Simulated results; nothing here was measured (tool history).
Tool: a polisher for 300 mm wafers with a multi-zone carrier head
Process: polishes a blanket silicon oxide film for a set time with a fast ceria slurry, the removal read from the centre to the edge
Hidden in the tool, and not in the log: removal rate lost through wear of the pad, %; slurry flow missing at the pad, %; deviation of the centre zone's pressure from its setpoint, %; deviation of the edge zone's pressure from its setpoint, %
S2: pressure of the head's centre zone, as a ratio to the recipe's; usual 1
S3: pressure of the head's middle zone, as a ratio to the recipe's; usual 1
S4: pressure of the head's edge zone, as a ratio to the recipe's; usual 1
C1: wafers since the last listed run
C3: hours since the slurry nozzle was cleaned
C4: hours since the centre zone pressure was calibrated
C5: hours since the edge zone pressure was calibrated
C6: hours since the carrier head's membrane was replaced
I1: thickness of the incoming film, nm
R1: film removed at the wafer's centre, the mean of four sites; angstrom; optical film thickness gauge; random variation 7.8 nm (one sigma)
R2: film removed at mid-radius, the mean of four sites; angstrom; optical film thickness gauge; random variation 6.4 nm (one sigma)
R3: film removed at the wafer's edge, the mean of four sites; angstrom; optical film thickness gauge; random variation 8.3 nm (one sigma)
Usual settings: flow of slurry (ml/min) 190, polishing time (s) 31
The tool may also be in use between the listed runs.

run 1 hour=0 | flow_of_slurry_(ml/min)=190 S2=1 S3=1 S4=1 polishing_time_(s)=31 | C1=0 wafers_polished_on_this_pad=1351 C3=338.1 C4=1108.7 C5=836.2 C6=411.1 | I1=1920.3 | R1=7371 R2=7488 R3=7290
-- hour=52.6 worn pad replaced by a new one
run 2 hour=54.6 | flow_of_slurry_(ml/min)=190 S2=1 S3=1 S4=1 polishing_time_(s)=31 | C1=693 wafers_polished_on_this_pad=27 C3=392.7 C4=1163.3 C5=890.8 C6=465.7 | I1=1908.1 | R1=8132 R2=8054 R3=7972
-- hour=66.4 slurry nozzle cleaned
run 3 hour=90.5 | flow_of_slurry_(ml/min)=190 S2=1 S3=1 S4=1 polishing_time_(s)=31 | C1=478 wafers_polished_on_this_pad=506 C3=24.1 C4=1199.2 C5=926.7 C6=501.6 | I1=1909.2 | R1=7668 R2=7869 R3=7518
run 4 hour=157.5 | flow_of_slurry_(ml/min)=190 S2=1 S3=1 S4=1 polishing_time_(s)=31 | C1=918 wafers_polished_on_this_pad=1424 C3=91.1 C4=1266.2 C5=993.7 C6=568.6 | I1=1901.8 | R1=7630 R2=7506 R3=7386
-- hour=191.1 worn pad replaced by a new one
run 5 hour=209.8 | flow_of_slurry_(ml/min)=190 S2=1 S3=1 S4=1 polishing_time_(s)=31 | C1=662 wafers_polished_on_this_pad=256 C3=143.4 C4=1318.5 C5=1046 C6=620.9 | I1=1899.1 | R1=7924 R2=7839 R3=7724
-- hour=269.6 centre zone pressure recalibrated
run 6 hour=275.1 | flow_of_slurry_(ml/min)=190 S2=1 S3=1 S4=1 polishing_time_(s)=25 | C1=867 wafers_polished_on_this_pad=1124 C3=208.7 C4=5.5 C5=1111.3 C6=686.2 | I1=1933.5 | R1=5938 R2=6067 R3=5984
run 7 hour=301.8 | flow_of_slurry_(ml/min)=190 S2=1 S3=1 S4=1 polishing_time_(s)=25 | C1=366 wafers_polished_on_this_pad=1490 C3=235.4 C4=32.2 C5=1138 C6=712.9 | I1=1927.6 | R1=5994 R2=5922 R3=5960
-- hour=317.2 worn pad replaced by a new one
run 8 hour=326.1 | flow_of_slurry_(ml/min)=190 S2=1 S3=1 S4=1 polishing_time_(s)=31 | C1=278 wafers_polished_on_this_pad=122 C3=259.7 C4=56.5 C5=1162.3 C6=737.2 | I1=1907.3 | R1=7781 R2=7940 R3=7781
run 9 hour=356.5 | flow_of_slurry_(ml/min)=135 S2=1 S3=1.07 S4=1 polishing_time_(s)=31 | C1=416 wafers_polished_on_this_pad=539 C3=290.1 C4=86.9 C5=1192.7 C6=767.6 | I1=1920.8 | R1=7190 R2=7707 R3=7342
-- hour=376.7 edge zone pressure recalibrated
run 10 hour=412.7 | flow_of_slurry_(ml/min)=190 S2=0.97 S3=1 S4=1.03 polishing_time_(s)=36 | C1=743 wafers_polished_on_this_pad=1282 C3=346.3 C4=143.1 C5=36 C6=823.8 | I1=1949.1 | R1=8228 R2=8568 R3=8463

Forecast run 11:
-- hour=459.5 worn pad replaced by a new one
-- hour=464.8 slurry nozzle cleaned
run 11 hour=484.1 | flow_of_slurry_(ml/min)=160 S2=1 S3=1.11 S4=1 polishing_time_(s)=31 | C1=910 wafers_polished_on_this_pad=323 C3=19.3 C4=214.5 C5=107.4 C6=895.2 | I1=1908.3 | R1=? R2=? R3=?

Run 11 gave R1 7677 angstrom, R2 8243 angstrom, R3 7620 angstrom.
Without the tool's hidden state the same run would have given R1 8013 angstrom, R2 8604 angstrom, R3 7953 angstrom.

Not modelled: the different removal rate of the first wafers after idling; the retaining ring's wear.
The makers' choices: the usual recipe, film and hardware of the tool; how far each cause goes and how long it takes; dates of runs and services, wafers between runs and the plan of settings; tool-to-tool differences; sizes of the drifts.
